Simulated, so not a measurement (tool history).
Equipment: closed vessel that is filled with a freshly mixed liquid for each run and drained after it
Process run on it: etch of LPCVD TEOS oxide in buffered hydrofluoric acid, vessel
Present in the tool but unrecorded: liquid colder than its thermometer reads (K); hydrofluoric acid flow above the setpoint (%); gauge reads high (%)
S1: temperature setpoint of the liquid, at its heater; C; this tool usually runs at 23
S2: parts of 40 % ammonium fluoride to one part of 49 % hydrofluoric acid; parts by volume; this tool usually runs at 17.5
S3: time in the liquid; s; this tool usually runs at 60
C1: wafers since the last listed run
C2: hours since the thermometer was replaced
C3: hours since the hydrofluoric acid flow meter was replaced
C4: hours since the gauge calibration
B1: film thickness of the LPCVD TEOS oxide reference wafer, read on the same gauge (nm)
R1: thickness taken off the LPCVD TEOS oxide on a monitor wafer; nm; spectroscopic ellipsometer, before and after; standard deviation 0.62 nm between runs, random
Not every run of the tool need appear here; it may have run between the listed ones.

run,hour,S1,S2,S3,C1,C2,C3,C4,B1,R1
1,0,23,17.5,60,0,711.5,845.1,651.1,150,83.9
2,89.7,23,17.5,35,7801,801.2,934.8,740.8,150.01,49.27
3,130.1,23,17.5,35,3513,841.6,975.2,781.2,150.01,49.43
4,192.7,23,17.5,35,5444,904.2,1037.8,843.8,149.98,49.14
# hour 265.3: gauge calibrated
5,265.4,23,17.5,60,6323,976.9,1110.5,0.1,150,85.77
6,325.7,23,17.5,60,5244,1037.2,1170.8,60.4,150.01,83.46
7,376.4,23,17.5,60,4409,1087.9,1221.5,111.1,149.99,83.66
8,454.6,23,17.5,60,6801,1166.1,1299.7,189.3,149.96,83.71
9,497.9,23,22.5,60,3766,1209.4,1343,232.6,150.02,66.92
10,535.5,23,22.5,60,3270,1247,1380.6,270.2,150.01,66.59
11,578.9,23,17.5,60,3774,1290.4,1424,313.6,149.98,83.83
12,623.6,23,17.5,60,3887,1335.1,1468.7,358.3,150,83.44
13,668.3,23,17.5,60,3887,1379.8,1513.4,403,150.01,84.32
# hour 682.2: thermometer replaced
14,744.9,23,12,95,6575,62.7,1590,479.6,149.98,208.13
15,844.7,23,11.5,70,8680,162.5,1689.8,579.4,150.01,156.62
16,944.4,20.5,12,45,8671,262.2,1789.5,679.1,150,85.36
17,981,21.5,17.5,60,3183,298.8,1826.1,715.7,149.95,82.88
18,1045.7,25.5,21,60,5627,363.5,1890.8,780.4,150.02,84.61
19,1135.4,23,17.5,60,7801,453.2,1980.5,870.1,149.97,89
20,1195.6,23,11,45,5235,513.4,2040.7,930.3,150.02,104.28
21,1296.1,18,19.5,60,8740,613.9,2141.2,1030.8,150.01,60.61
# hour 1364.5: gauge calibrated
22,1395.3,21.5,20.5,30,8627,713.1,2240.4,30.8,150.01,34.75
# hour 1424.1: hydrofluoric acid flow meter replaced
23,1467.4,18,22.5,75,6183,785.2,43.3,102.9,149.96,61.24
24,1554.7,23,17.5,90,7592,872.5,130.6,190.2,150.01,120.42
25,1726.5,26.5,21.5,80,14942,1044.3,302.4,362,149.97,108.67
26,1763.2,23,17.5,60,3191,1081,339.1,398.7,150,81.49
27,1808.6,18,22.5,75,3948,1126.4,384.5,444.1,150.01,60.5

5 ways to go on from here, each from the tool as it stands after run 27. What would each give?
A,1809.3,19.5,17.5,60,60,1127.1,385.2,444.8,?,?
B,1809.3,20.5,14.5,60,60,1127.1,385.2,444.8,?,?
C,1809.3,23,17.5,30,60,1127.1,385.2,444.8,?,?
D,1809.3,28,24,60,60,1127.1,385.2,444.8,?,?
E,1809.3,23,20,35,60,1127.1,385.2,444.8,?,?

run,B1,R1
A,150.01,66.62
B,150.01,84.83
C,150.01,40.53
D,150.01,81.92
E,150.01,41.44
With no hidden state in the tool, these same runs would have given:
run,R1
A,69.39
B,88.33
C,42.16
D,85.55
E,43.11
